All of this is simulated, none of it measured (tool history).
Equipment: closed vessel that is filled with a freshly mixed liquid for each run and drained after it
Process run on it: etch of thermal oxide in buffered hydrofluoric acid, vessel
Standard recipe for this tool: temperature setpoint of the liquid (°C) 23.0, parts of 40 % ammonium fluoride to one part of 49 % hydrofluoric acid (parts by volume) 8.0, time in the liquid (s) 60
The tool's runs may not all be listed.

run    hour  temperature setpoint of the liquid (°C)  parts of 40 % ammonium fluoride to one part of 49 % hydrofluoric acid (parts by volume)  time in the liquid (s)  wafers since the last listed run  hours since the thermometer was replaced  hours since the hydrofluoric acid flow meter was replaced  hours since the gauge calibration  read-back film thickness of the thermal oxide reference wafer, read on the same gauge (nm)  thickness taken off the thermal oxide on a monitor wafer (angstrom)
  1     0.0                                     23.0                                                                                      8.0                      60                                 0                                     173.5                                                     1128.6                              549.7                                                                                       80.02                                                                912.0
  2    49.7                                     23.0                                                                                      8.0                      60                              7229                                     223.2                                                     1178.3                              599.4                                                                                       79.99                                                                910.7
  3    75.3                                     23.0                                                                                      8.0                      60                              3723                                     248.8                                                     1203.9                              625.0                                                                                       79.97                                                                914.1
  4   105.3                                     23.0                                                                                      8.0                      40                              4363                                     278.8                                                     1233.9                              655.0                                                                                       80.00                                                                612.7
      123.6  -- gauge calibrated
  5   134.5                                     23.0                                                                                      8.0                      40                              4247                                     308.0                                                     1263.1                               10.9                                                                                       80.01                                                                612.0
  6   168.3                                     23.0                                                                                      8.0                      40                              4916                                     341.8                                                     1296.9                               44.7                                                                                       80.04                                                                609.9
  7   195.5                                     21.0                                                                                      8.0                      45                              3956                                     369.0                                                     1324.1                               71.9                                                                                       80.01                                                                621.2
  8   255.1                                     23.0                                                                                      8.0                      45                              8669                                     428.6                                                     1383.7                              131.5                                                                                       79.99                                                                695.7
  9   287.4                                     23.0                                                                                      8.0                      60                              4698                                     460.9                                                     1416.0                              163.8                                                                                       79.98                                                                926.2
 10   313.7                                     23.0                                                                                      8.0                      60                              3825                                     487.2                                                     1442.3                              190.1                                                                                       79.99                                                                922.5
 11   368.3                                     23.0                                                                                      8.0                      60                              7941                                     541.8                                                     1496.9                              244.7                                                                                       80.03                                                                926.7
 12   429.4                                     23.0                                                                                      8.0                      60                              8887                                     602.9                                                     1558.0                              305.8                                                                                       80.00                                                                928.0
 13   474.4                                     26.0                                                                                      6.0                      30                              6545                                     647.9                                                     1603.0                              350.8                                                                                       79.99                                                                711.7
 14   518.9                                     23.0                                                                                      8.0                      60                              6472                                     692.4                                                     1647.5                              395.3                                                                                       80.00                                                                943.1
 15   649.3                                     23.0                                                                                      8.0                      60                             18967                                     822.8                                                     1777.9                              525.7                                                                                       79.99                                                                940.2
 16   688.5                                     26.0                                                                                      5.5                      90                              5701                                     862.0                                                     1817.1                              564.9                                                                                       80.02                                                               2309.6
      700.9  -- gauge calibrated
      702.3  -- thermometer replaced
      727.9  -- hydrofluoric acid flow meter replaced
 17   756.9                                     20.5                                                                                      6.0                      95                              9658                                      54.6                                                       29.0                               56.0                                                                                       79.98                                                               1563.9
 18   806.1                                     20.5                                                                                      6.0                      50                              7156                                     103.8                                                       78.2                              105.2                                                                                       79.98                                                                829.3
 19   859.0                                     21.0                                                                                      8.0                      30                              7694                                     156.7                                                      131.1                              158.1                                                                                       80.00                                                                387.8
 20   895.2                                     26.5                                                                                     10.5                      80                              5265                                     192.9                                                      167.3                              194.3                                                                                       80.01                                                               1088.4
 21   929.4                                     23.0                                                                                      8.0                      60                              4974                                     227.1                                                      201.5                              228.5                                                                                       80.00                                                                865.5
 22  1001.3                                     23.0                                                                                      8.0                      85                             10458                                     299.0                                                      273.4                              300.4                                                                                       80.02                                                               1230.5
 23  1061.1                                     23.0                                                                                      8.0                      60                              8698                                     358.8                                                      333.2                              360.2                                                                                       79.98                                                                879.8
 24  1132.1                                     23.0                                                                                      6.0                      60                             10327                                     429.8                                                      404.2                              431.2                                                                                       79.99                                                               1152.3

Expected results for the next run?
 25  1161.6                                     23.0                                                                                      8.0                      75                              4290                                     459.3                                                      433.7                              460.7                                                                                           ?                                                                    ?

{"run 25": {"read-back film thickness of the thermal oxide reference wafer, read on the same gauge (nm)": 80.01, "thickness taken off the thermal oxide on a monitor wafer (angstrom)": 1084.7}}
Without the tool's hidden state the same run would have given thickness taken off the thermal oxide on a monitor wafer (angstrom) 1041.6.

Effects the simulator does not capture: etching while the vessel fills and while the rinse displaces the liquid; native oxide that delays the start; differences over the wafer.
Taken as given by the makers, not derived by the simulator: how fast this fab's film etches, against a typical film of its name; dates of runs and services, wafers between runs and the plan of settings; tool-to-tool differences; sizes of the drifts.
